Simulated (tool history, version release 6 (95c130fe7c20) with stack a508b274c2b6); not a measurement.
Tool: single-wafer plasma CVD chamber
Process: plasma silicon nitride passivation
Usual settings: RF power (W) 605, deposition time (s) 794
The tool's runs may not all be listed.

run,hour,RF power (W),deposition time (s),"read-back reference wafer on the same gauge, thickness_nm",mean film thickness on the monitor wafer (angstrom)
1,0.0,605,794,1149.401,12678.03
2,39.8,605,794,1149.331,12628.81
3,132.1,605,794,1151.267,12639.98
4,226.0,540,847,1150.056,13010.58
5,282.5,540,847,1150.025,12924.41
6,345.1,700,837,1151.359,14013.91
7,440.2,700,837,1149.778,14005.89
8,540.7,650,794,1150.098,12943.13
9,641.4,650,794,1149.754,12977.68
10,683.5,605,740,1149.974,11851.25
11,737.5,605,794,1150.308,12675.26
12,836.5,675,794,1150.424,13129.59
13,873.0,675,794,1149.701,13060.78
14,923.4,675,794,1150.288,13105.31
15,965.0,545,830,1150.548,12710.75
16,1009.5,545,830,1148.452,12802.51
# hour 1023.7: gauge calibrated
17,1067.3,545,830,1151.652,12777.30
# hour 1141.7: RF generator calibrated
18,1154.4,575,794,1149.940,12378.77
19,1226.4,525,674,1150.809,10229.94
20,1279.1,605,685,1150.390,10938.63
21,1332.6,605,794,1149.317,12715.75
22,1403.4,695,940,1150.672,15701.83
23,1480.9,500,706,1150.273,10490.88
24,1570.5,605,794,1150.288,12629.84
25,1660.6,605,794,1150.224,12586.56
26,1761.0,500,850,1150.637,12691.10
# hour 1823.7: showerhead replaced
27,1834.5,495,794,1149.584,11741.12
28,1901.7,680,899,1150.807,14957.17
29,1944.6,490,835,1150.920,12367.61
30,2200.7,560,794,1149.681,12349.21
31,2267.6,530,713,1150.167,10882.84
32,2356.2,515,651,1150.283,9822.57
33,2463.6,540,862,1150.589,13188.91
34,2533.9,605,794,1150.459,12610.63
35,2594.4,605,794,1150.297,12679.23
36,2689.9,545,794,1150.779,12169.71

What the log doesn't show, run by run:
delivered RF power above the setpoint (%): 0 in every run
gauge reads high (%): 0 in every run
